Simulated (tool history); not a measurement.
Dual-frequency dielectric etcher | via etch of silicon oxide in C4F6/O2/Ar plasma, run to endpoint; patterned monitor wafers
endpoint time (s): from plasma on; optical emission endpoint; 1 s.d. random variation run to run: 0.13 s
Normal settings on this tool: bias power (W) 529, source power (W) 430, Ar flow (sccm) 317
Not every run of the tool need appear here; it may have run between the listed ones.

run   hour  bias power (W)  source power (W)  Ar flow (sccm)  incoming incoming film thickness, nm  endpoint time (s)
  1    0.0             557               430             317                                  98.2               21.1
  2   10.4             490               430             287                                  98.9               22.5
  3   28.2             490               430             287                                  99.7               22.4
      46.7  -- bias power generator calibrated
  4   47.2             604               430             317                                  98.6               20.5
  5   57.3             529               430             317                                  99.8               22.1
      67.8  -- Ar flow controller replaced
  6   68.3             529               430             317                                  99.4               21.9
  7   84.5             491               430             317                                  99.2               22.4
  8  102.2             491               430             317                                  99.4               23.0
     129.2  -- source power generator calibrated
     130.8  -- wet clean of the chamber
     145.2  -- upper electrode replaced
  9  145.7             491               430             317                                  99.6               21.5
 10  146.0             529               430             317                                  97.8               20.4
 11  146.3             529               430             317                                  99.2               20.6
 12  152.2             529               430             317                                  99.1               20.7
 13  166.8             435               330             374                                  97.7               24.4
 14  184.4             494               320             291                                  99.7               23.0
 15  194.3             447               430             317                                  98.3               22.4
 16  210.5             529               430             317                                  97.6               20.7
 17  218.6             529               430             272                                 100.2               20.8
 18  231.1             529               430             317                                  99.7               21.0
 19  238.1             529               430             317                                  98.8               20.9
 20  282.1             447               390             373                                  99.5               23.7
 21  292.6             413               460             387                                  98.8               23.6
 22  305.7             600               480             373                                  98.4               19.3
 23  312.1             621               480             251                                  99.7               18.8
 24  323.6             529               430             317                                  99.1               20.9
 25  340.6             592               430             291                                  99.2               20.1
 26  352.9             529               430             349                                  97.6               21.1
 27  370.8             630               340             351                                  99.6               21.0
 28  379.4             529               490             317                                  99.4               20.6

Below are 5 alternative next runs, each starting from the tool's condition after run 28. Predict each:
  A  379.8             529               510             317                                  99.4                  ?
  B  379.8             529               520             353                                  99.4                  ?
  C  379.8             445               370             351                                  99.4                  ?
  D  379.8             636               430             241                                  99.4                  ?
  E  379.8             423               340             317                                  99.4                  ?

run  endpoint time (s)
  A               20.5
  B               20.6
  C               24.2
  D               19.2
  E               25.1
Without the tool's unlogged condition, the same runs would have read:
run  endpoint time (s)
  A               20.0
  B               20.1
  C               23.7
  D               18.7
  E               24.5
